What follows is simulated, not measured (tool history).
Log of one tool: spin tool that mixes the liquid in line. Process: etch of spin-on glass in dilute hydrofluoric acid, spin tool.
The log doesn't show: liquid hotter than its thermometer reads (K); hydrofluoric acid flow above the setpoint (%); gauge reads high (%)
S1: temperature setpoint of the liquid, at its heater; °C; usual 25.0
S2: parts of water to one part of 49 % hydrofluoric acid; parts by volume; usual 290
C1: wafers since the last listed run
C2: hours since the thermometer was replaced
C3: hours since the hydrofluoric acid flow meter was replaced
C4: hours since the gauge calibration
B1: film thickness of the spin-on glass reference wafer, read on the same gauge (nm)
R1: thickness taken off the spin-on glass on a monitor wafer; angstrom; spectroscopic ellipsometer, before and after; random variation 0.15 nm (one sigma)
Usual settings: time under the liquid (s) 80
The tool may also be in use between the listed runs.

{"run": 1, "hour": 0.0, "S1": 25.0, "S2": 290, "time under the liquid (s)": 120, "C1": 0, "C2": 1730.7, "C3": 67.1, "C4": 152.0, "B1": 140.0, "R1": 228.4}
{"run": 2, "hour": 93.8, "S1": 25.0, "S2": 290, "time under the liquid (s)": 120, "C1": 1323, "C2": 1824.5, "C3": 160.9, "C4": 245.8, "B1": 139.98, "R1": 240.4}
{"run": 3, "hour": 151.9, "S1": 25.0, "S2": 290, "time under the liquid (s)": 50, "C1": 819, "C2": 1882.6, "C3": 219.0, "C4": 303.9, "B1": 139.97, "R1": 97.0}
{"run": 4, "hour": 254.2, "S1": 25.0, "S2": 290, "time under the liquid (s)": 50, "C1": 1443, "C2": 1984.9, "C3": 321.3, "C4": 406.2, "B1": 140.02, "R1": 101.0}
{"run": 5, "hour": 358.9, "S1": 25.0, "S2": 290, "time under the liquid (s)": 50, "C1": 1477, "C2": 2089.6, "C3": 426.0, "C4": 510.9, "B1": 140.0, "R1": 103.5}
{"run": 6, "hour": 428.3, "S1": 25.0, "S2": 255, "time under the liquid (s)": 80, "C1": 979, "C2": 2159.0, "C3": 495.4, "C4": 580.3, "B1": 139.97, "R1": 192.0}
{"run": 7, "hour": 503.8, "S1": 25.0, "S2": 290, "time under the liquid (s)": 80, "C1": 1065, "C2": 2234.5, "C3": 570.9, "C4": 655.8, "B1": 140.0, "R1": 165.1}
{"run": 8, "hour": 561.1, "S1": 25.0, "S2": 290, "time under the liquid (s)": 80, "C1": 808, "C2": 2291.8, "C3": 628.2, "C4": 713.1, "B1": 139.99, "R1": 168.5}
{"hour": 598.0, "done": "hydrofluoric acid flow meter replaced"}
{"run": 9, "hour": 733.0, "S1": 25.0, "S2": 290, "time under the liquid (s)": 80, "C1": 2411, "C2": 2463.7, "C3": 135.0, "C4": 885.0, "B1": 139.97, "R1": 159.6}
{"hour": 772.6, "done": "thermometer replaced"}
{"run": 10, "hour": 835.7, "S1": 25.0, "S2": 290, "time under the liquid (s)": 80, "C1": 1435, "C2": 63.1, "C3": 237.7, "C4": 987.7, "B1": 140.03, "R1": 153.3}
{"run": 11, "hour": 872.4, "S1": 25.0, "S2": 290, "time under the liquid (s)": 80, "C1": 517, "C2": 99.8, "C3": 274.4, "C4": 1024.4, "B1": 140.02, "R1": 151.6}
{"run": 12, "hour": 966.1, "S1": 25.0, "S2": 290, "time under the liquid (s)": 80, "C1": 1322, "C2": 193.5, "C3": 368.1, "C4": 1118.1, "B1": 140.03, "R1": 157.6}
{"run": 13, "hour": 1008.4, "S1": 23.0, "S2": 290, "time under the liquid (s)": 80, "C1": 596, "C2": 235.8, "C3": 410.4, "C4": 1160.4, "B1": 139.99, "R1": 146.1}
{"hour": 1214.5, "done": "hydrofluoric acid flow meter replaced"}
{"run": 14, "hour": 1243.5, "S1": 23.0, "S2": 290, "time under the liquid (s)": 80, "C1": 3303, "C2": 470.9, "C3": 29.0, "C4": 1395.5, "B1": 139.99, "R1": 141.7}
{"run": 15, "hour": 1339.3, "S1": 25.0, "S2": 290, "time under the liquid (s)": 80, "C1": 1351, "C2": 566.7, "C3": 124.8, "C4": 1491.3, "B1": 140.03, "R1": 155.7}
{"run": 16, "hour": 1410.1, "S1": 22.5, "S2": 375, "time under the liquid (s)": 60, "C1": 999, "C2": 637.5, "C3": 195.6, "C4": 1562.1, "B1": 140.05, "R1": 75.6}
{"run": 17, "hour": 1465.1, "S1": 29.5, "S2": 420, "time under the liquid (s)": 120, "C1": 776, "C2": 692.5, "C3": 250.6, "C4": 1617.1, "B1": 140.02, "R1": 163.6}
{"run": 18, "hour": 1547.2, "S1": 28.5, "S2": 290, "time under the liquid (s)": 125, "C1": 1158, "C2": 774.6, "C3": 332.7, "C4": 1699.2, "B1": 139.98, "R1": 272.9}
{"run": 19, "hour": 1583.9, "S1": 21.0, "S2": 365, "time under the liquid (s)": 95, "C1": 517, "C2": 811.3, "C3": 369.4, "C4": 1735.9, "B1": 140.02, "R1": 121.5}
{"run": 20, "hour": 1688.0, "S1": 29.0, "S2": 205, "time under the liquid (s)": 80, "C1": 1469, "C2": 915.4, "C3": 473.5, "C4": 1840.0, "B1": 140.0, "R1": 282.0}
{"run": 21, "hour": 1731.8, "S1": 27.5, "S2": 430, "time under the liquid (s)": 60, "C1": 618, "C2": 959.2, "C3": 517.3, "C4": 1883.8, "B1": 140.01, "R1": 76.1}
{"hour": 1763.2, "done": "gauge calibrated"}
{"run": 22, "hour": 1781.8, "S1": 25.0, "S2": 290, "time under the liquid (s)": 40, "C1": 705, "C2": 1009.2, "C3": 567.3, "C4": 18.6, "B1": 139.96, "R1": 80.7}
{"hour": 1823.7, "done": "hydrofluoric acid flow meter replaced"}
{"run": 23, "hour": 1863.1, "S1": 21.0, "S2": 220, "time under the liquid (s)": 45, "C1": 1133, "C2": 1090.5, "C3": 39.4, "C4": 99.9, "B1": 140.04, "R1": 105.5}
{"run": 24, "hour": 1965.8, "S1": 25.0, "S2": 360, "time under the liquid (s)": 80, "C1": 1449, "C2": 1193.2, "C3": 142.1, "C4": 202.6, "B1": 139.98, "R1": 117.6}
{"run": 25, "hour": 2040.7, "S1": 22.0, "S2": 210, "time under the liquid (s)": 60, "C1": 1056, "C2": 1268.1, "C3": 217.0, "C4": 277.5, "B1": 140.01, "R1": 154.0}
{"run": 26, "hour": 2113.1, "S1": 22.0, "S2": 420, "time under the liquid (s)": 105, "C1": 1021, "C2": 1340.5, "C3": 289.4, "C4": 349.9, "B1": 140.0, "R1": 116.1}
{"run": 27, "hour": 2202.2, "S1": 25.0, "S2": 205, "time under the liquid (s)": 80, "C1": 1257, "C2": 1429.6, "C3": 378.5, "C4": 439.0, "B1": 140.02, "R1": 249.3}
{"run": 28, "hour": 2267.0, "S1": 28.5, "S2": 175, "time under the liquid (s)": 55, "C1": 914, "C2": 1494.4, "C3": 443.3, "C4": 503.8, "B1": 140.01, "R1": 233.3}
{"run": 29, "hour": 2368.3, "S1": 25.0, "S2": 290, "time under the liquid (s)": 80, "C1": 1429, "C2": 1595.7, "C3": 544.6, "C4": 605.1, "B1": 140.01, "R1": 164.0}
{"run": 30, "hour": 2430.8, "S1": 27.5, "S2": 230, "time under the liquid (s)": 110, "C1": 881, "C2": 1658.2, "C3": 607.1, "C4": 667.6, "B1": 139.96, "R1": 321.4}
{"run": 31, "hour": 2473.3, "S1": 25.0, "S2": 290, "time under the liquid (s)": 80, "C1": 599, "C2": 1700.7, "C3": 649.6, "C4": 710.1, "B1": 139.99, "R1": 166.8}
{"hour": 2499.2, "done": "hydrofluoric acid flow meter replaced"}
{"run": 32, "hour": 2574.7, "S1": 25.0, "S2": 290, "time under the liquid (s)": 80, "C1": 1416, "C2": 1802.1, "C3": 75.5, "C4": 811.5, "B1": 140.0, "R1": 157.3}
{"run": 33, "hour": 2680.6, "S1": 25.0, "S2": 290, "time under the liquid (s)": 80, "C1": 1494, "C2": 1908.0, "C3": 181.4, "C4": 917.4, "B1": 140.01, "R1": 159.3}
{"run": 34, "hour": 2763.8, "S1": 26.5, "S2": 380, "time under the liquid (s)": 80, "C1": 1174, "C2": 1991.2, "C3": 264.6, "C4": 1000.6, "B1": 140.0, "R1": 117.0}

Forecast each of these 3 alternatives for the next run:
{"run": "A", "hour": 2764.2, "S1": 25.0, "S2": 290, "time under the liquid (s)": 80, "C1": 5, "C2": 1991.6, "C3": 265.0, "C4": 1001.0, "B1": "?", "R1": "?"}
{"run": "B", "hour": 2764.2, "S1": 27.5, "S2": 215, "time under the liquid (s)": 125, "C1": 5, "C2": 1991.6, "C3": 265.0, "C4": 1001.0, "B1": "?", "R1": "?"}
{"run": "C", "hour": 2764.2, "S1": 21.0, "S2": 250, "time under the liquid (s)": 50, "C1": 5, "C2": 1991.6, "C3": 265.0, "C4": 1001.0, "B1": "?", "R1": "?"}

run=A B1=139.99 R1=159.5
run=B B1=139.99 R1=397.4
run=C B1=139.99 R1=104.5
Without the tool's hidden state the same runs would have given:
run=A R1=147.4
run=B R1=367.2
run=C R1=96.3

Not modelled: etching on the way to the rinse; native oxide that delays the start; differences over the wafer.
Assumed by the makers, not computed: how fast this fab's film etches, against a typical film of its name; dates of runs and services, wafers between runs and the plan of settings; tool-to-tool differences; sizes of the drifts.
